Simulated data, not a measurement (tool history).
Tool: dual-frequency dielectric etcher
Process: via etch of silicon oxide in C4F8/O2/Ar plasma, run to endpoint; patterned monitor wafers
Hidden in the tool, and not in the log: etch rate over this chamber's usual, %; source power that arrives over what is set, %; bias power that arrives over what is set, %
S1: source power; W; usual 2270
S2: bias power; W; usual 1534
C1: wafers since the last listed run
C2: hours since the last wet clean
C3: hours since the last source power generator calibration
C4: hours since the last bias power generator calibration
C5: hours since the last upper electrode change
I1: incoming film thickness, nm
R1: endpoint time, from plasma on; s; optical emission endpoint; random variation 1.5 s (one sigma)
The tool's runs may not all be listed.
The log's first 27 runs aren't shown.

{"run": 28, "hour": 388.9, "S1": 2270, "S2": 1534, "C1": 74, "C2": 259.7, "C3": 83.5, "C4": 203.6, "C5": 30.7, "I1": 945.3, "R1": 215.5}
{"run": 29, "hour": 403.0, "S1": 2270, "S2": 1534, "C1": 75, "C2": 273.8, "C3": 97.6, "C4": 217.7, "C5": 44.8, "I1": 927.8, "R1": 212.2}
{"run": 30, "hour": 411.6, "S1": 2530, "S2": 1534, "C1": 45, "C2": 282.4, "C3": 106.2, "C4": 226.3, "C5": 53.4, "I1": 935.9, "R1": 203.2}
{"run": 31, "hour": 422.7, "S1": 2130, "S2": 1827, "C1": 59, "C2": 293.5, "C3": 117.3, "C4": 237.4, "C5": 64.5, "I1": 949.9, "R1": 212.3}
{"run": 32, "hour": 433.5, "S1": 2640, "S2": 1315, "C1": 57, "C2": 304.3, "C3": 128.1, "C4": 248.2, "C5": 75.3, "I1": 935.7, "R1": 204.9}
{"run": 33, "hour": 446.7, "S1": 2710, "S2": 1534, "C1": 70, "C2": 317.5, "C3": 141.3, "C4": 261.4, "C5": 88.5, "I1": 935.6, "R1": 200.5}
{"run": 34, "hour": 460.8, "S1": 1790, "S2": 1435, "C1": 75, "C2": 331.6, "C3": 155.4, "C4": 275.5, "C5": 102.6, "I1": 931.3, "R1": 238.0}
{"run": 35, "hour": 470.6, "S1": 1980, "S2": 1534, "C1": 52, "C2": 341.4, "C3": 165.2, "C4": 285.3, "C5": 112.4, "I1": 940.3, "R1": 225.6}

Forecast each of these 4 alternatives for the next run:
{"run": "A", "hour": 471.1, "S1": 2270, "S2": 1752, "C1": 2, "C2": 341.9, "C3": 165.7, "C4": 285.8, "C5": 112.9, "I1": 941.2, "R1": "?"}
{"run": "B", "hour": 471.1, "S1": 2660, "S2": 1295, "C1": 2, "C2": 341.9, "C3": 165.7, "C4": 285.8, "C5": 112.9, "I1": 941.2, "R1": "?"}
{"run": "C", "hour": 471.1, "S1": 2270, "S2": 1333, "C1": 2, "C2": 341.9, "C3": 165.7, "C4": 285.8, "C5": 112.9, "I1": 941.2, "R1": "?"}
{"run": "D", "hour": 471.1, "S1": 2670, "S2": 1652, "C1": 2, "C2": 341.9, "C3": 165.7, "C4": 285.8, "C5": 112.9, "I1": 941.2, "R1": "?"}

run=A R1=209.8
run=B R1=209.3
run=C R1=221.6
run=D R1=199.4
Without the tool's hidden state the same runs would have given:
run=A R1=202.0
run=B R1=201.5
run=C R1=213.4
run=D R1=192.0
